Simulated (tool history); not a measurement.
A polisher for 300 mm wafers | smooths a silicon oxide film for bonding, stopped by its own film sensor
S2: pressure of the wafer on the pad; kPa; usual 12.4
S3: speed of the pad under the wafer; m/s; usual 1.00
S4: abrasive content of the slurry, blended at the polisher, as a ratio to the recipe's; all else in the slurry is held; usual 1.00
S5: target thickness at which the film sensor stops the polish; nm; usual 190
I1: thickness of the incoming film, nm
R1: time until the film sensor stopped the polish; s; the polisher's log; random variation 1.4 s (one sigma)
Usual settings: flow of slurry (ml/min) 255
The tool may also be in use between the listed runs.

{"run": 1, "hour": 0.0, "flow of slurry (ml/min)": 255, "S2": 12.4, "S3": 1.0, "S4": 1.0, "S5": 190, "I1": 248.2, "R1": 77.1}
{"run": 2, "hour": 57.1, "flow of slurry (ml/min)": 255, "S2": 12.4, "S3": 1.0, "S4": 1.0, "S5": 190, "I1": 251.8, "R1": 83.8}
{"hour": 99.5, "done": "slurry nozzle cleaned"}
{"run": 3, "hour": 116.0, "flow of slurry (ml/min)": 255, "S2": 12.4, "S3": 1.0, "S4": 1.1, "S5": 190, "I1": 247.8, "R1": 74.1}
{"run": 4, "hour": 175.0, "flow of slurry (ml/min)": 255, "S2": 12.4, "S3": 1.0, "S4": 1.1, "S5": 190, "I1": 250.6, "R1": 78.9}
{"run": 5, "hour": 226.8, "flow of slurry (ml/min)": 255, "S2": 12.4, "S3": 1.0, "S4": 1.1, "S5": 190, "I1": 251.3, "R1": 80.4}
{"run": 6, "hour": 263.2, "flow of slurry (ml/min)": 255, "S2": 12.4, "S3": 1.0, "S4": 1.0, "S5": 177, "I1": 251.7, "R1": 104.8}
{"hour": 307.1, "done": "slurry blender recalibrated"}
{"run": 7, "hour": 321.5, "flow of slurry (ml/min)": 255, "S2": 12.4, "S3": 1.0, "S4": 1.0, "S5": 190, "I1": 251.6, "R1": 81.1}
{"hour": 379.9, "done": "worn pad replaced by a new one"}
{"run": 8, "hour": 384.8, "flow of slurry (ml/min)": 255, "S2": 12.4, "S3": 1.0, "S4": 1.0, "S5": 190, "I1": 251.6, "R1": 83.3}
{"run": 9, "hour": 451.4, "flow of slurry (ml/min)": 255, "S2": 12.4, "S3": 1.18, "S4": 1.0, "S5": 190, "I1": 252.6, "R1": 77.4}
{"run": 10, "hour": 499.6, "flow of slurry (ml/min)": 255, "S2": 12.4, "S3": 1.0, "S4": 1.0, "S5": 190, "I1": 251.8, "R1": 84.8}
{"run": 11, "hour": 561.2, "flow of slurry (ml/min)": 255, "S2": 12.4, "S3": 1.0, "S4": 1.0, "S5": 190, "I1": 252.3, "R1": 83.0}
{"run": 12, "hour": 627.4, "flow of slurry (ml/min)": 255, "S2": 12.4, "S3": 1.0, "S4": 1.0, "S5": 190, "I1": 247.5, "R1": 79.4}
{"run": 13, "hour": 657.2, "flow of slurry (ml/min)": 255, "S2": 12.4, "S3": 1.0, "S4": 1.0, "S5": 178, "I1": 250.7, "R1": 98.3}
{"run": 14, "hour": 684.7, "flow of slurry (ml/min)": 255, "S2": 12.4, "S3": 1.32, "S4": 1.0, "S5": 190, "I1": 248.5, "R1": 62.9}
{"run": 15, "hour": 714.8, "flow of slurry (ml/min)": 225, "S2": 12.4, "S3": 0.72, "S4": 1.15, "S5": 179, "I1": 249.6, "R1": 119.3}
{"hour": 721.3, "done": "slurry nozzle cleaned"}
{"hour": 725.1, "done": "slurry blender recalibrated"}
{"run": 16, "hour": 768.7, "flow of slurry (ml/min)": 220, "S2": 12.4, "S3": 1.0, "S4": 1.0, "S5": 171, "I1": 250.8, "R1": 111.4}
{"hour": 773.1, "done": "worn pad replaced by a new one"}
{"hour": 798.1, "done": "head pressure recalibrated"}
{"run": 17, "hour": 816.5, "flow of slurry (ml/min)": 195, "S2": 14.5, "S3": 1.0, "S4": 0.9, "S5": 190, "I1": 247.4, "R1": 76.2}
{"run": 18, "hour": 857.0, "flow of slurry (ml/min)": 335, "S2": 12.4, "S3": 0.84, "S4": 0.7, "S5": 190, "I1": 251.4, "R1": 103.3}
{"run": 19, "hour": 903.3, "flow of slurry (ml/min)": 330, "S2": 12.4, "S3": 0.66, "S4": 0.7, "S5": 190, "I1": 251.7, "R1": 127.4}
{"run": 20, "hour": 934.5, "flow of slurry (ml/min)": 255, "S2": 12.4, "S3": 1.0, "S4": 1.0, "S5": 190, "I1": 248.5, "R1": 77.8}
{"run": 21, "hour": 975.1, "flow of slurry (ml/min)": 255, "S2": 12.4, "S3": 1.0, "S4": 1.0, "S5": 209, "I1": 252.3, "R1": 60.0}
{"run": 22, "hour": 1017.4, "flow of slurry (ml/min)": 285, "S2": 15.9, "S3": 1.0, "S4": 1.0, "S5": 190, "I1": 255.5, "R1": 75.2}
{"run": 23, "hour": 1071.9, "flow of slurry (ml/min)": 255, "S2": 12.4, "S3": 1.18, "S4": 1.15, "S5": 176, "I1": 248.7, "R1": 84.7}
{"hour": 1088.3, "done": "slurry blender recalibrated"}
{"run": 24, "hour": 1120.9, "flow of slurry (ml/min)": 315, "S2": 13.8, "S3": 0.9, "S4": 1.0, "S5": 190, "I1": 249.6, "R1": 78.5}
{"run": 25, "hour": 1145.7, "flow of slurry (ml/min)": 340, "S2": 12.4, "S3": 1.0, "S4": 1.0, "S5": 190, "I1": 250.7, "R1": 80.7}
{"hour": 1155.3, "done": "worn pad replaced by a new one"}
{"run": 26, "hour": 1191.3, "flow of slurry (ml/min)": 255, "S2": 12.4, "S3": 1.0, "S4": 1.0, "S5": 190, "I1": 248.5, "R1": 78.2}
{"run": 27, "hour": 1253.6, "flow of slurry (ml/min)": 215, "S2": 12.4, "S3": 1.0, "S4": 1.0, "S5": 209, "I1": 249.0, "R1": 53.7}
{"run": 28, "hour": 1321.6, "flow of slurry (ml/min)": 255, "S2": 12.4, "S3": 1.0, "S4": 1.0, "S5": 190, "I1": 251.4, "R1": 81.4}
{"run": 29, "hour": 1386.9, "flow of slurry (ml/min)": 310, "S2": 12.4, "S3": 1.0, "S4": 1.0, "S5": 190, "I1": 253.4, "R1": 83.8}
{"hour": 1401.0, "done": "slurry nozzle cleaned"}
{"run": 30, "hour": 1412.2, "flow of slurry (ml/min)": 320, "S2": 9.0, "S3": 0.66, "S4": 0.9, "S5": 190, "I1": 249.6, "R1": 141.2}
{"hour": 1487.2, "done": "worn pad replaced by a new one"}
{"hour": 1499.1, "done": "slurry blender recalibrated"}
{"run": 31, "hour": 1580.9, "flow of slurry (ml/min)": 255, "S2": 12.4, "S3": 1.0, "S4": 1.0, "S5": 190, "I1": 252.8, "R1": 86.3}

What the log doesn't show, run by run:
removal rate lost through wear of the pad, %: 0 in every run
slurry flow missing at the pad, %: 0 in every run
deviation of the head's pressure from its setpoint, %: 0 in every run
abrasive missing from the slurry, %: 0 in every run
